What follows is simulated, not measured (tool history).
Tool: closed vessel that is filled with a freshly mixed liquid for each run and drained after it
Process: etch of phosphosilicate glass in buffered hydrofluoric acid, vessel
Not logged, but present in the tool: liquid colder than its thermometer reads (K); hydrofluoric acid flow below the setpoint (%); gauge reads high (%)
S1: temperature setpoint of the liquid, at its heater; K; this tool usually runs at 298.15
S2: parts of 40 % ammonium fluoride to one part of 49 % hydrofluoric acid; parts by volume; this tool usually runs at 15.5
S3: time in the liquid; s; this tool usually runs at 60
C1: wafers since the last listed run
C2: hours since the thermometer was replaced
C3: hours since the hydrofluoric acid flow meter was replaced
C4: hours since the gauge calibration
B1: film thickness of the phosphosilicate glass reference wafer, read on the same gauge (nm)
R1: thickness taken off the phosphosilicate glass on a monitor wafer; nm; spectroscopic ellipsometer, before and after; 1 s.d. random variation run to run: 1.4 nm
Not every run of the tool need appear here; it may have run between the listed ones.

| run | day | S1 | S2 | S3 | C1 | C2 | C3 | C4 | B1 | R1 |
|---|---|---|---|---|---|---|---|---|---|---|
| 1 | 0 | 298.15 | 15.5 | 60 | 0 | 1319.3 | 171.3 | 241.7 | 80.02 | 170.98 |
| 2 | 4.467 | 298.15 | 15.5 | 60 | 11867 | 1426.5 | 278.5 | 348.9 | 79.97 | 171.26 |
| 3 | 7.575 | 299.65 | 15.5 | 60 | 8258 | 1501.1 | 353.1 | 423.5 | 80.02 | 185.25 |
| 4 | 11.733 | 299.65 | 15.5 | 60 | 11048 | 1600.9 | 452.9 | 523.3 | 80 | 184.65 |
| 5 | 15.092 | 298.15 | 15.5 | 60 | 8923 | 1681.5 | 533.5 | 603.9 | 79.98 | 169.4 |
| 6 | 27.617 | 298.15 | 15.5 | 60 | 33278 | 1982.1 | 834.1 | 904.5 | 80.03 | 171.2 |
| 7 | 30.558 | 298.15 | 15.5 | 60 | 7815 | 2052.7 | 904.7 | 975.1 | 79.96 | 171.98 |
| 8 | 32.392 | 298.15 | 15.5 | 60 | 4871 | 2096.7 | 948.7 | 1019.1 | 80.02 | 171.1 |
| 9 | 36.008 | 298.15 | 15.5 | 60 | 9609 | 2183.5 | 1035.5 | 1105.9 | 80 | 169.65 |
| 10 | 46.25 | 298.15 | 15.5 | 60 | 27211 | 2429.3 | 1281.3 | 1351.7 | 79.99 | 170.6 |
|  | 47.2 | hydrofluoric acid flow meter replaced |
| 11 | 49.796 | 298.15 | 15.5 | 60 | 9310 | 2514.4 | 62.3 | 1436.8 | 79.99 | 171.61 |
| 12 | 53.483 | 298.15 | 15.5 | 60 | 9797 | 2602.9 | 150.8 | 1525.3 | 80.01 | 170.37 |
|  | 53.592 | gauge calibrated |
| 13 | 55.542 | 298.15 | 15.5 | 60 | 5468 | 2652.3 | 200.2 | 46.8 | 80 | 171.7 |
|  | 57.083 | thermometer replaced |
| 14 | 57.404 | 298.15 | 15.5 | 60 | 4837 | 7.7 | 244.9 | 91.5 | 80.03 | 170.97 |
| 15 | 59.712 | 298.15 | 15.5 | 80 | 6133 | 63.1 | 300.3 | 146.9 | 80.01 | 231.47 |
| 16 | 66.392 | 295.65 | 15.5 | 70 | 17746 | 223.4 | 460.6 | 307.2 | 80 | 175.52 |
| 17 | 69.975 | 299.65 | 15.5 | 60 | 9520 | 309.4 | 546.6 | 393.2 | 79.97 | 185.76 |
| 18 | 74.083 | 298.15 | 15.5 | 90 | 10915 | 408 | 645.2 | 491.8 | 80.01 | 253.64 |
| 19 | 76.9 | 300.15 | 12 | 60 | 7483 | 475.6 | 712.8 | 559.4 | 79.95 | 243.96 |
| 20 | 79.983 | 293.15 | 12.5 | 60 | 8192 | 549.6 | 786.8 | 633.4 | 79.99 | 157.88 |
| 21 | 84.571 | 293.65 | 15.5 | 70 | 12188 | 659.7 | 896.9 | 743.5 | 80.02 | 156.64 |
| 22 | 86.975 | 298.15 | 15.5 | 60 | 6387 | 717.4 | 954.6 | 801.2 | 79.99 | 172.48 |
| 23 | 88.875 | 298.15 | 11.5 | 60 | 5048 | 763 | 1000.2 | 846.8 | 79.95 | 227.44 |
| 24 | 91.225 | 300.65 | 19.5 | 40 | 6243 | 819.4 | 1056.6 | 903.2 | 80.02 | 104.34 |
| 25 | 94.279 | 302.65 | 20.5 | 60 | 8114 | 892.7 | 1129.9 | 976.5 | 79.98 | 166.85 |
| 26 | 96.988 | 298.15 | 15.5 | 60 | 7196 | 957.7 | 1194.9 | 1041.5 | 80.02 | 169.87 |
| 27 | 100.225 | 298.15 | 18.5 | 60 | 8601 | 1035.4 | 1272.6 | 1119.2 | 80 | 143.35 |
| 28 | 103.688 | 293.65 | 12 | 60 | 9199 | 1118.5 | 1355.7 | 1202.3 | 79.99 | 171.52 |
| 29 | 105.196 | 298.15 | 15.5 | 60 | 4007 | 1154.7 | 1391.9 | 1238.5 | 80 | 172.63 |
| 30 | 108.767 | 300.65 | 15.5 | 60 | 9487 | 1240.4 | 1477.6 | 1324.2 | 80.02 | 197.48 |
| 31 | 111.692 | 294.15 | 21.5 | 60 | 7771 | 1310.6 | 1547.8 | 1394.4 | 79.98 | 102.53 |

5 options for the next run, each taken on its own from the tool as it stands now. Forecast them:
| A | 111.721 | 298.15 | 17.5 | 60 | 77 | 1311.3 | 1548.5 | 1395.1 | ? | ? |
| B | 111.721 | 294.65 | 15.5 | 60 | 77 | 1311.3 | 1548.5 | 1395.1 | ? | ? |
| C | 111.721 | 302.65 | 15.5 | 60 | 77 | 1311.3 | 1548.5 | 1395.1 | ? | ? |
| D | 111.721 | 298.15 | 12.5 | 85 | 77 | 1311.3 | 1548.5 | 1395.1 | ? | ? |
| E | 111.721 | 298.15 | 12.5 | 70 | 77 | 1311.3 | 1548.5 | 1395.1 | ? | ? |

| run | B1 | R1 |
|---|---|---|
| A | 80.05 | 150.91 |
| B | 80.05 | 140.32 |
| C | 80.05 | 216.35 |
| D | 80.05 | 297.48 |
| E | 80.05 | 244.98 |
What these runs would have given with no unlogged condition in the tool:
| run | R1 |
|---|---|
| A | 150.91 |
| B | 140.32 |
| C | 216.35 |
| D | 297.48 |
| E | 244.98 |
